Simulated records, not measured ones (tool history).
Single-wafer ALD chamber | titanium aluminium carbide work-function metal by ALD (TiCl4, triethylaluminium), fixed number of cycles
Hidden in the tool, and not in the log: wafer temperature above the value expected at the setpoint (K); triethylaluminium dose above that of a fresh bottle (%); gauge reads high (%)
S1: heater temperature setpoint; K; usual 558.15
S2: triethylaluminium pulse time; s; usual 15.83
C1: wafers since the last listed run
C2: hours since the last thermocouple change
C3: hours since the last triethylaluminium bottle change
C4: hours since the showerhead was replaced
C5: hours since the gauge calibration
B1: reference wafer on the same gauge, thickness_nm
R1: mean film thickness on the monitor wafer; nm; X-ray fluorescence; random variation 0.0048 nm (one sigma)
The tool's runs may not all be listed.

run 1 day=0 | S1=558.15 S2=15.83 | C1=0 C2=1738.6 C3=502.4 C4=5150.6 C5=1277.9 | B1=2.162 | R1=1.89
run 2 day=1.592 | S1=558.15 S2=15.83 | C1=366 C2=1776.8 C3=540.6 C4=5188.8 C5=1316.1 | B1=2.158 | R1=1.9
run 3 day=3.754 | S1=558.15 S2=15.83 | C1=498 C2=1828.7 C3=592.5 C4=5240.7 C5=1368 | B1=2.16 | R1=1.898
run 4 day=5.958 | S1=558.15 S2=15.83 | C1=507 C2=1881.6 C3=645.4 C4=5293.6 C5=1420.9 | B1=2.157 | R1=1.903
run 5 day=9.171 | S1=558.15 S2=15.83 | C1=739 C2=1958.7 C3=722.5 C4=5370.7 C5=1498 | B1=2.159 | R1=1.89
run 6 day=11.725 | S1=558.15 S2=15.83 | C1=588 C2=2020 C3=783.8 C4=5432 C5=1559.3 | B1=2.161 | R1=1.89
run 7 day=16.05 | S1=558.15 S2=15.83 | C1=996 C2=2123.8 C3=887.6 C4=5535.8 C5=1663.1 | B1=2.16 | R1=1.884
run 8 day=19.217 | S1=558.15 S2=15.83 | C1=729 C2=2199.8 C3=963.6 C4=5611.8 C5=1739.1 | B1=2.16 | R1=1.897
run 9 day=21.296 | S1=558.15 S2=15.83 | C1=478 C2=2249.7 C3=1013.5 C4=5661.7 C5=1789 | B1=2.161 | R1=1.898
run 10 day=24.338 | S1=558.15 S2=15.83 | C1=700 C2=2322.7 C3=1086.5 C4=5734.7 C5=1862 | B1=2.159 | R1=1.899
run 11 day=28.571 | S1=558.15 S2=15.83 | C1=974 C2=2424.3 C3=1188.1 C4=5836.3 C5=1963.6 | B1=2.16 | R1=1.894
-- day=29.071 thermocouple changed; heater temperature recalibrated
run 12 day=32.221 | S1=558.15 S2=15.83 | C1=763 C2=75.6 C3=1275.7 C4=5923.9 C5=2051.2 | B1=2.159 | R1=1.874
-- day=35.462 triethylaluminium bottle replaced
run 13 day=35.483 | S1=558.15 S2=15.83 | C1=674 C2=153.9 C3=0.5 C4=6002.2 C5=2129.5 | B1=2.158 | R1=1.881
run 14 day=41.05 | S1=558.15 S2=18.01 | C1=1281 C2=287.5 C3=134.1 C4=6135.8 C5=2263.1 | B1=2.161 | R1=1.884
run 15 day=43.104 | S1=558.15 S2=15.83 | C1=473 C2=336.8 C3=183.4 C4=6185.1 C5=2312.4 | B1=2.162 | R1=1.876
run 16 day=46.371 | S1=546.15 S2=11.76 | C1=752 C2=415.2 C3=261.8 C4=6263.5 C5=2390.8 | B1=2.16 | R1=1.757
run 17 day=50.717 | S1=558.15 S2=15.83 | C1=1000 C2=519.5 C3=366.1 C4=6367.8 C5=2495.1 | B1=2.162 | R1=1.878
-- day=51.071 thermocouple changed; heater temperature recalibrated, repeated, since the last time left the tool worse
run 18 day=52.554 | S1=550.15 S2=18.89 | C1=346 C2=35.6 C3=410.2 C4=6411.9 C5=2539.2 | B1=2.159 | R1=1.858
run 19 day=55.517 | S1=558.15 S2=15.83 | C1=682 C2=106.7 C3=481.3 C4=6483 C5=2610.3 | B1=2.159 | R1=1.919
run 20 day=59.933 | S1=568.15 S2=10.26 | C1=1017 C2=212.7 C3=587.3 C4=6589 C5=2716.3 | B1=2.161 | R1=1.931
run 21 day=63.196 | S1=558.15 S2=15.83 | C1=751 C2=291 C3=665.6 C4=6667.3 C5=2794.6 | B1=2.161 | R1=1.921
run 22 day=65.058 | S1=551.15 S2=15.83 | C1=428 C2=335.7 C3=710.3 C4=6712 C5=2839.3 | B1=2.159 | R1=1.862
-- day=66.208 gauge calibrated
run 23 day=68.704 | S1=558.15 S2=12.85 | C1=839 C2=423.2 C3=797.8 C4=6799.5 C5=59.9 | B1=2.157 | R1=1.894
run 24 day=76.038 | S1=550.15 S2=11.76 | C1=1688 C2=599.2 C3=973.8 C4=6975.5 C5=235.9 | B1=2.158 | R1=1.818
run 25 day=80.008 | S1=558.15 S2=11.31 | C1=914 C2=694.5 C3=1069.1 C4=7070.8 C5=331.2 | B1=2.161 | R1=1.868
run 26 day=83.471 | S1=558.15 S2=15.83 | C1=797 C2=777.6 C3=1152.2 C4=7153.9 C5=414.3 | B1=2.159 | R1=1.907
run 27 day=86.467 | S1=568.15 S2=10.26 | C1=689 C2=849.5 C3=1224.1 C4=7225.8 C5=486.2 | B1=2.162 | R1=1.923
-- day=87.571 showerhead replaced
-- day=88.5 triethylaluminium bottle replaced
run 28 day=89.033 | S1=547.15 S2=10.32 | C1=437 C2=911.1 C3=12.8 C4=35.1 C5=547.8 | B1=2.16 | R1=1.758
run 29 day=90.729 | S1=549.15 S2=13.17 | C1=390 C2=951.8 C3=53.5 C4=75.8 C5=588.5 | B1=2.158 | R1=1.82
run 30 day=92.875 | S1=547.15 S2=9.61 | C1=494 C2=1003.3 C3=105 C4=127.3 C5=640 | B1=2.16 | R1=1.74
run 31 day=96.233 | S1=553.15 S2=19.53 | C1=773 C2=1083.9 C3=185.6 C4=207.9 C5=720.6 | B1=2.161 | R1=1.875
run 32 day=102.804 | S1=544.15 S2=20.79 | C1=1513 C2=1241.6 C3=343.3 C4=365.6 C5=878.3 | B1=2.16 | R1=1.802
run 33 day=113.662 | S1=549.15 S2=15.83 | C1=2500 C2=1502.2 C3=603.9 C4=626.2 C5=1138.9 | B1=2.161 | R1=1.837

Forecast each of these 4 alternatives for the next run:
run A day=113.679 | S1=558.15 S2=20.35 | C1=3 C2=1502.6 C3=604.3 C4=626.6 C5=1139.3 | B1=? | R1=?
run B day=113.679 | S1=551.15 S2=20.77 | C1=3 C2=1502.6 C3=604.3 C4=626.6 C5=1139.3 | B1=? | R1=?
run C day=113.679 | S1=570.15 S2=19.94 | C1=3 C2=1502.6 C3=604.3 C4=626.6 C5=1139.3 | B1=? | R1=?
run D day=113.679 | S1=573.15 S2=10.45 | C1=3 C2=1502.6 C3=604.3 C4=626.6 C5=1139.3 | B1=? | R1=?

run=A B1=2.16 R1=1.913
run=B B1=2.16 R1=1.857
run=C B1=2.16 R1=2.009
run=D B1=2.16 R1=1.96
Without the tool's hidden state the same runs would have given:
run=A R1=1.922
run=B R1=1.866
run=C R1=2.018
run=D R1=1.969
